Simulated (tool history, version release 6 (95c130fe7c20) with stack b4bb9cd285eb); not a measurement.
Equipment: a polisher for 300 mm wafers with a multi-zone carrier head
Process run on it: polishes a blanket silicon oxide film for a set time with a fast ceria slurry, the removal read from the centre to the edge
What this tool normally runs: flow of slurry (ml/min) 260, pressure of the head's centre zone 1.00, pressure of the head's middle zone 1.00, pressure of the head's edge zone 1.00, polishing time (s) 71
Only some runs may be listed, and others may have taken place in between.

| run | day | flow of slurry (ml/min) | pressure of the head's centre zone | pressure of the head's middle zone | pressure of the head's edge zone | polishing time (s) | incoming thickness of the incoming film, nm | film removed at the wafer's centre (angstrom) | film removed at mid-radius (angstrom) | film removed at the wafer's edge (angstrom) |
|---|---|---|---|---|---|---|---|---|---|---|
| 1 | 0.000 | 205 | 1.05 | 1.00 | 1.00 | 71 | 2578.9 | 4841 | 4840 | 4967 |
| 2 | 0.525 | 260 | 1.00 | 1.00 | 1.00 | 53 | 2549.1 | 3663 | 3824 | 3798 |
| 3 | 2.392 | 260 | 1.00 | 1.00 | 1.00 | 53 | 2545.4 | 3822 | 3946 | 3926 |
| 4 | 2.688 | 260 | 1.00 | 1.00 | 1.00 | 53 | 2610.3 | 3757 | 3969 | 3932 |
| 5 | 3.004 | 260 | 0.93 | 1.00 | 1.00 | 71 | 2548.6 | 4641 | 5222 | 5262 |
| 6 | 3.404 | 260 | 1.00 | 1.00 | 1.00 | 71 | 2586.2 | 4935 | 5130 | 5181 |
| 7 | 3.792 | 260 | 1.00 | 1.00 | 1.00 | 71 | 2607.7 | 4929 | 5135 | 5231 |
| 8 | 4.579 | 260 | 1.00 | 1.00 | 1.00 | 71 | 2532.6 | 5068 | 5309 | 5365 |
| 9 | 5.021 | 260 | 1.00 | 1.00 | 1.00 | 71 | 2560.5 | 5090 | 5104 | 5275 |
| 10 | 5.521 | 260 | 1.00 | 1.00 | 1.00 | 71 | 2577.0 | 4973 | 5219 | 5258 |
| 11 | 6.233 | 260 | 1.00 | 1.00 | 1.00 | 71 | 2597.2 | 5609 | 5829 | 5563 |
| 12 | 6.821 | 260 | 0.92 | 1.00 | 1.00 | 71 | 2569.3 | 5084 | 5771 | 5504 |
| 13 | 7.488 | 260 | 1.00 | 1.00 | 1.00 | 59 | 2541.0 | 4538 | 4645 | 4563 |
| 14 | 7.992 | 260 | 1.00 | 1.00 | 1.00 | 71 | 2582.1 | 5738 | 5863 | 5741 |
| 15 | 8.325 | 260 | 1.00 | 0.94 | 1.00 | 71 | 2592.0 | 5655 | 5535 | 5678 |
| 16 | 8.658 | 260 | 0.90 | 0.94 | 1.09 | 71 | 2562.9 | 5008 | 5567 | 5915 |
| 17 | 9.308 | 260 | 1.05 | 1.07 | 1.00 | 71 | 2581.2 | 5806 | 6065 | 5579 |
| 18 | 10.017 | 260 | 1.12 | 0.89 | 1.05 | 71 | 2524.2 | 6151 | 5136 | 5667 |
| 19 | 10.400 | 260 | 1.00 | 1.11 | 1.00 | 71 | 2583.7 | 5489 | 6242 | 5490 |

Removed from this log: 7 entries logged between the listed runs. Between which two listed runs does each belong, and how does the tool's hidden state at the listed run before it compare with that at the listed run after it?
From run 2 to run 3: worn pad replaced by a new one (day 0.833)
  removal rate lost through wear of the pad, %: 5.55 -> 2.28; slurry flow missing at the pad, %: 43.9 -> 44.2
  what was measured, less what the result would be without the hidden state, film removed at the wafer's centre (angstrom): -688 -> -574; film removed at mid-radius (angstrom): -663 -> -537; film removed at the wafer's edge (angstrom): -538 -> -411
From run 7 to run 8: centre zone pressure recalibrated (day 4.438); worn pad replaced by a new one (day 4.558)
  removal rate lost through wear of the pad, %: 4.28 -> 1.3; slurry flow missing at the pad, %: 44.4 -> 44.6
  what was measured, less what the result would be without the hidden state, film removed at the wafer's centre (angstrom): -866 -> -715; film removed at mid-radius (angstrom): -827 -> -672; film removed at the wafer's edge (angstrom): -672 -> -508
From run 10 to run 11: slurry nozzle cleaned (day 5.817)
  removal rate lost through wear of the pad, %: 2.65 -> 3.67; slurry flow missing at the pad, %: 44.7 -> 4.71
  what was measured, less what the result would be without the hidden state, film removed at the wafer's centre (angstrom): -784 -> -253; film removed at mid-radius (angstrom): -745 -> -258; film removed at the wafer's edge (angstrom): -581 -> -238
From run 12 to run 13: edge zone pressure recalibrated (day 7.204); carrier head's membrane replaced by a new one (day 7.467)
  removal rate lost through wear of the pad, %: 4.51 -> 5.46; slurry flow missing at the pad, %: 6.76 -> 8.96
  what was measured, less what the result would be without the hidden state, film removed at the wafer's centre (angstrom): -294 -> -328; film removed at mid-radius (angstrom): -327 -> -329; film removed at the wafer's edge (angstrom): -299 -> -308
From run 13 to run 14: worn pad replaced by a new one (day 7.883)
  removal rate lost through wear of the pad, %: 5.46 -> 0.471; slurry flow missing at the pad, %: 8.96 -> 10.5
  what was measured, less what the result would be without the hidden state, film removed at the wafer's centre (angstrom): -328 -> -121; film removed at mid-radius (angstrom): -329 -> -114; film removed at the wafer's edge (angstrom): -308 -> -91
